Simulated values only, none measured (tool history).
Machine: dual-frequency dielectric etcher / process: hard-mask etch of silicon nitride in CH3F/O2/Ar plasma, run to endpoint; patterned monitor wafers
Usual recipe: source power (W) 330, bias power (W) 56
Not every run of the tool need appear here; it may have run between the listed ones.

run     day  source power (W)  bias power (W)  wafers since the last listed run  hours since the last wet clean  hours since the last source power generator calibration  hours since the last bias power generator calibration  hours since the last upper electrode change  incoming incoming film thickness, nm  endpoint time (s)
  1   0.000               330              56                                 0                           147.6                                                   3566.2                                                 1225.9                                       3239.5                                 31.95               56.4
  2   1.329               330              56                               348                           179.5                                                   3598.1                                                 1257.8                                       3271.4                                 31.70               56.2
  3   2.108               330              56                               204                           198.2                                                   3616.8                                                 1276.5                                       3290.1                                 31.17               55.4
  4   4.271               330              56                               566                           250.1                                                   3668.7                                                 1328.4                                       3342.0                                 31.69               56.5
  5   5.629               330              56                               355                           282.7                                                   3701.3                                                 1361.0                                       3374.6                                 31.71               56.9
  6   6.550               360              62                               241                           304.8                                                   3723.4                                                 1383.1                                       3396.7                                 31.53               52.0
  7   7.996               360              62                               378                           339.5                                                   3758.1                                                 1417.8                                       3431.4                                 32.04               52.5
      9.196  -- wet clean of the chamber
  8   9.308               360              62                                81                             2.7                                                   3789.6                                                 1449.3                                       3462.9                                 31.80               52.4
  9   9.946               390              56                               167                            18.0                                                   3804.9                                                 1464.6                                       3478.2                                 31.68               52.6
     11.888  -- source power generator calibrated
     12.504  -- upper electrode replaced
 10  13.450               390              56                               713                           102.1                                                     37.5                                                 1548.7                                         22.7                                 31.64               52.4
 11  14.104               270              56                               171                           117.8                                                     53.2                                                 1564.4                                         38.4                                 31.82               61.5
 12  15.021               330              56                               240                           139.8                                                     75.2                                                 1586.4                                         60.4                                 31.55               55.8
 13  16.317               330              56                               339                           170.9                                                    106.3                                                 1617.5                                         91.5                                 31.61               56.0
 14  17.733               330              56                               371                           204.9                                                    140.3                                                 1651.5                                        125.5                                 31.58               55.7
 15  19.162               330              65                               374                           239.2                                                    174.6                                                 1685.8                                        159.8                                 31.52               52.6
 16  19.792               330              56                               164                           254.3                                                    189.7                                                 1700.9                                        174.9                                 31.60               56.4
 17  21.208               330              56                               371                           288.3                                                    223.7                                                 1734.9                                        208.9                                 31.75               56.2
     22.650  -- wet clean of the chamber
 18  22.671               280              47                               121                             0.5                                                    258.8                                                 1770.0                                        244.0                                 31.92               64.2
 19  22.688               330              56                                 4                             0.9                                                    259.2                                                 1770.4                                        244.4                                 31.82               56.8
     23.033  -- bias power generator calibrated
 20  23.779               370              70                               242                            27.1                                                    285.4                                                   17.9                                        270.6                                 31.64               49.4
 21  24.871               330              56                               286                            53.3                                                    311.6                                                   44.1                                        296.8                                 31.64               55.7
 22  25.379               330              56                               133                            65.5                                                    323.8                                                   56.3                                        309.0                                 31.68               56.2
 23  26.342               330              61                               252                            88.6                                                    346.9                                                   79.4                                        332.1                                 31.34               53.7
 24  27.754               270              60                               370                           122.5                                                    380.8                                                  113.3                                        366.0                                 31.57               58.1
 25  29.179               350              67                               373                           156.7                                                    415.0                                                  147.5                                        400.2                                 32.06               51.8
 26  29.871               350              56                               181                           173.3                                                    431.6                                                  164.1                                        416.8                                 31.72               55.0
 27  31.204               330              56                               349                           205.3                                                    463.6                                                  196.1                                        448.8                                 31.92               56.9
 28  32.033               330              56                               217                           225.2                                                    483.5                                                  216.0                                        468.7                                 31.82               56.4
 29  33.158               370              51                               294                           252.2                                                    510.5                                                  243.0                                        495.7                                 31.63               55.7
 30  34.271               300              64                               291                           278.9                                                    537.2                                                  269.7                                        522.4                                 31.57               54.9
 31  34.967               330              43                               182                           295.6                                                    553.9                                                  286.4                                        539.1                                 31.65               61.9
 32  36.454               280              48                               389                           331.3                                                    589.6                                                  322.1                                        574.8                                 31.55               63.5
     38.421  -- wet clean of the chamber
 33  40.054               250              66                               681                            39.2                                                    676.0                                                  408.5                                        661.2                                 31.60               58.3
 34  40.717               330              56                               173                            55.1                                                    691.9                                                  424.4                                        677.1                                 31.69               55.5
 35  41.942               410              51                               321                            84.5                                                    721.3                                                  453.8                                        706.5                                 31.72               53.5
 36  42.450               390              68                               133                            96.7                                                    733.5                                                  466.0                                        718.7                                 31.31               47.5

Give the tool's hidden conditions for every run:
etch rate over this chamber's usual, %: 0, the same for each run
source power that arrives over what is set, %: 0, the same for each run
bias power that arrives over what is set, %: 0, the same for each run
